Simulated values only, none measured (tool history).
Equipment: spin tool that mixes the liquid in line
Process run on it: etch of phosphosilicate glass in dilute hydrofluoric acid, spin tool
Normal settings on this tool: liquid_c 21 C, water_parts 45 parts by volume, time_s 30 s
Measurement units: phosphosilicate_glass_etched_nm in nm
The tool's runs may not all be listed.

run   hour  liquid_c  water_parts  time_s  read-back film thickness of the phosphosilicate glass reference wafer, read on the same gauge (nm)  phosphosilicate_glass_etched_nm
  1      0        21           45      30                                                                                              120.01                           103.84
  2    7.1        21           45      30                                                                                              120.02                           103.62
  3   19.6        21           45      30                                                                                              120.02                           103.07
  4   34.4        23           55      30                                                                                              120.01                            90.88
  5   40.8        21           45      25                                                                                              120.02                            86.33
  6     69        21           45      25                                                                                              120.01                            86.98
  7   85.2        21           45      25                                                                                              120.01                            86.68
      88.9  -- gauge calibrated
  8   96.1        21           45      30                                                                                              119.99                           104.36
  9  106.1        21           45      30                                                                                              120.01                           104.12
 10  117.7        19           35      30                                                                                                 120                           124.43
 11  125.2      25.5           40      40                                                                                              119.99                           189.82
 12  134.2      19.5           55      15                                                                                                 120                            39.33
     143.4  -- hydrofluoric acid flow meter replaced
 13  149.5      25.5           30      15                                                                                                 120                            96.89
 14  160.2        21           45      30                                                                                              119.99                           103.72
 15    170        21           65      25                                                                                              120.02                            58.51
     184.5  -- thermometer replaced
 16  185.5      18.5           45      15                                                                                              120.01                            43.03
 17  204.9        17           55      30                                                                                              120.03                            65.33
 18    213        21           45      30                                                                                              120.02                            95.96
 19  225.4        21           45      40                                                                                              120.01                            127.2
       234  -- gauge calibrated
 20  241.8      18.5           45      40                                                                                              119.98                           114.63

Exercise: give the hidden state of the tool at every run:
hydrofluoric acid flow above the setpoint (%): 0, the same for each run
gauge reads high (%): 0, the same for each run
H1: liquid hotter than its thermometer reads (K)
run     H1
  1   2.31
  2   2.33
  3   2.34
  4   2.37
  5   2.38
  6   2.42
  7   2.45
  8   2.46
  9   2.48
 10    2.5
 11   2.51
 12   2.52
 13   2.54
 14   2.56
 15   2.58
 16  0.392
 17  0.422
 18  0.434
 19  0.453
 20  0.478

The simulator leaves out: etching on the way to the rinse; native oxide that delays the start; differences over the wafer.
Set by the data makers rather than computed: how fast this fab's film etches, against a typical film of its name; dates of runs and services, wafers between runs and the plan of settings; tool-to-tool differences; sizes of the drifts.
